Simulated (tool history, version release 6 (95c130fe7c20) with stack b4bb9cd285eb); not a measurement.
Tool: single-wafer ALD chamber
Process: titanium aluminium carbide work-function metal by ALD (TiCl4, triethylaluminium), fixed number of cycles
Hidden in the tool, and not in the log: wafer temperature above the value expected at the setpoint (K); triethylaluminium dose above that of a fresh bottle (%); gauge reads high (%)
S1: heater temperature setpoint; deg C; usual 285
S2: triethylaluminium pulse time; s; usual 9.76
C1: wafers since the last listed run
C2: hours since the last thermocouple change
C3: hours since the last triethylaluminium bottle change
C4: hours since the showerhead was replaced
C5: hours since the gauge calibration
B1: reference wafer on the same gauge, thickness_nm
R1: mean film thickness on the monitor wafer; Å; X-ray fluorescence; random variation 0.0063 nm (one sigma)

run 1 day=0.000 | S1=285 S2=9.76 | C1=0 C2=840.7 C3=338.8 C4=4122.6 C5=1576.5 | B1=1.657 | R1=17.32
run 2 day=3.262 | S1=285 S2=9.76 | C1=1026 C2=919.0 C3=417.1 C4=4200.9 C5=1654.8 | B1=1.661 | R1=17.19
-- day=7.462 thermocouple changed; heater temperature recalibrated
run 3 day=7.583 | S1=285 S2=9.76 | C1=1254 C2=2.9 C3=520.8 C4=4304.6 C5=1758.5 | B1=1.659 | R1=16.95
run 4 day=10.888 | S1=285 S2=12.65 | C1=1039 C2=82.2 C3=600.1 C4=4383.9 C5=1837.8 | B1=1.660 | R1=17.65
run 5 day=13.117 | S1=285 S2=12.65 | C1=701 C2=135.7 C3=653.6 C4=4437.4 C5=1891.3 | B1=1.660 | R1=17.62
run 6 day=15.729 | S1=277 S2=8.60 | C1=822 C2=198.4 C3=716.3 C4=4500.1 C5=1954.0 | B1=1.659 | R1=15.51
run 7 day=18.904 | S1=277 S2=8.60 | C1=999 C2=274.6 C3=792.5 C4=4576.3 C5=2030.2 | B1=1.658 | R1=15.47
run 8 day=20.733 | S1=277 S2=8.60 | C1=575 C2=318.5 C3=836.4 C4=4620.2 C5=2074.1 | B1=1.658 | R1=15.49
-- day=21.308 triethylaluminium bottle replaced
run 9 day=24.392 | S1=285 S2=9.76 | C1=1046 C2=406.3 C3=74.0 C4=4708.0 C5=2161.9 | B1=1.660 | R1=17.48
-- day=27.554 gauge calibrated
run 10 day=28.383 | S1=285 S2=9.76 | C1=1256 C2=502.1 C3=169.8 C4=4803.8 C5=19.9 | B1=1.661 | R1=17.33
run 11 day=32.588 | S1=285 S2=9.76 | C1=1323 C2=603.0 C3=270.7 C4=4904.7 C5=120.8 | B1=1.660 | R1=17.48
run 12 day=34.808 | S1=285 S2=9.76 | C1=698 C2=656.3 C3=324.0 C4=4958.0 C5=174.1 | B1=1.658 | R1=17.33
run 13 day=36.579 | S1=285 S2=9.76 | C1=557 C2=698.8 C3=366.5 C4=5000.5 C5=216.6 | B1=1.661 | R1=17.34
run 14 day=39.667 | S1=294 S2=8.42 | C1=971 C2=772.9 C3=440.6 C4=5074.6 C5=290.7 | B1=1.661 | R1=17.48
run 15 day=41.700 | S1=285 S2=9.76 | C1=639 C2=821.7 C3=489.4 C4=5123.4 C5=339.5 | B1=1.660 | R1=17.37
run 16 day=45.750 | S1=296 S2=13.25 | C1=1274 C2=918.9 C3=586.6 C4=5220.6 C5=436.7 | B1=1.660 | R1=19.06
run 17 day=48.075 | S1=295 S2=7.67 | C1=731 C2=974.7 C3=642.4 C4=5276.4 C5=492.5 | B1=1.661 | R1=16.73
-- day=48.754 thermocouple changed; heater temperature recalibrated
-- day=51.717 showerhead replaced
run 18 day=52.538 | S1=277 S2=9.76 | C1=1194 C2=90.8 C3=749.5 C4=19.7 C5=599.6 | B1=1.661 | R1=16.15
run 19 day=54.404 | S1=280 S2=8.26 | C1=587 C2=135.6 C3=794.3 C4=64.5 C5=644.4 | B1=1.661 | R1=15.59
run 20 day=58.583 | S1=296 S2=6.46 | C1=1315 C2=235.9 C3=894.6 C4=164.8 C5=744.7 | B1=1.658 | R1=14.16
-- day=60.754 triethylaluminium bottle replaced
run 21 day=60.775 | S1=285 S2=9.76 | C1=584 C2=288.5 C3=0.5 C4=217.4 C5=797.3 | B1=1.660 | R1=17.36
run 22 day=62.442 | S1=292 S2=12.13 | C1=524 C2=328.5 C3=40.5 C4=257.4 C5=837.3 | B1=1.662 | R1=18.44
run 23 day=64.092 | S1=285 S2=9.76 | C1=519 C2=368.1 C3=80.1 C4=297.0 C5=876.9 | B1=1.661 | R1=17.29
run 24 day=67.367 | S1=285 S2=9.76 | C1=1030 C2=446.7 C3=158.7 C4=375.6 C5=955.5 | B1=1.659 | R1=17.32
run 25 day=70.746 | S1=296 S2=8.53 | C1=1063 C2=527.8 C3=239.8 C4=456.7 C5=1036.6 | B1=1.662 | R1=17.74
run 26 day=81.617 | S1=290 S2=7.82 | C1=3421 C2=788.7 C3=500.7 C4=717.6 C5=1297.5 | B1=1.661 | R1=16.51
run 27 day=83.846 | S1=298 S2=9.76 | C1=701 C2=842.2 C3=554.2 C4=771.1 C5=1351.0 | B1=1.660 | R1=18.43
-- day=87.012 thermocouple changed; heater temperature recalibrated
run 28 day=87.862 | S1=285 S2=9.76 | C1=1159 C2=20.4 C3=650.6 C4=867.5 C5=1447.4 | B1=1.662 | R1=16.79
run 29 day=91.454 | S1=291 S2=7.38 | C1=1130 C2=106.6 C3=736.8 C4=953.7 C5=1533.6 | B1=1.659 | R1=15.46
run 30 day=98.508 | S1=285 S2=13.19 | C1=2220 C2=275.9 C3=906.1 C4=1123.0 C5=1702.9 | B1=1.661 | R1=17.55
-- day=99.688 triethylaluminium bottle replaced
run 31 day=102.658 | S1=273 S2=7.94 | C1=1201 C2=375.5 C3=71.3 C4=1222.6 C5=1802.5 | B1=1.659 | R1=15.38
run 32 day=115.562 | S1=285 S2=9.76 | C1=4061 C2=685.2 C3=381.0 C4=1532.3 C5=2112.2 | B1=1.660 | R1=17.34
run 33 day=119.588 | S1=276 S2=12.31 | C1=1266 C2=781.8 C3=477.6 C4=1628.9 C5=2208.8 | B1=1.660 | R1=16.93

The tool's hidden state at each run:
gauge reads high (%): 0 in every run
H1: wafer temperature above the value expected at the setpoint (K)
H2: triethylaluminium dose above that of a fresh bottle (%)
run=1 H1=3.46 H2=-3.51
run=2 H1=3.51 H2=-4.63
run=3 H1=0.13 H2=-6.48
run=4 H1=0.931 H2=-8.17
run=5 H1=1.37 H2=-9.44
run=6 H1=1.79 H2=-11.1
run=7 H1=2.2 H2=-13.3
run=8 H1=2.39 H2=-14.6
run=9 H1=2.7 H2=-0.443
run=10 H1=2.96 H2=-0.887
run=11 H1=3.15 H2=-1.73
run=12 H1=3.23 H2=-2.33
run=13 H1=3.28 H2=-2.89
run=14 H1=3.36 H2=-4.03
run=15 H1=3.4 H2=-4.89
run=16 H1=3.47 H2=-6.87
run=17 H1=3.5 H2=-8.18
run=18 H1=1.42 H2=-11
run=19 H1=1.78 H2=-12.3
run=20 H1=2.41 H2=-15.5
run=21 H1=2.67 H2=-2.13
run=22 H1=2.84 H2=-2.17
run=23 H1=2.99 H2=-2.26
run=24 H1=3.23 H2=-2.61
run=25 H1=3.42 H2=-3.23
run=26 H1=3.79 H2=-6.9
run=27 H1=3.83 H2=-7.97
run=28 H1=-0.34 H2=-10.2
run=29 H1=0.473 H2=-12.4
run=30 H1=1.54 H2=-17.7
run=31 H1=1.94 H2=-1.84
run=32 H1=2.6 H2=-4.5
run=33 H1=2.71 H2=-6.07
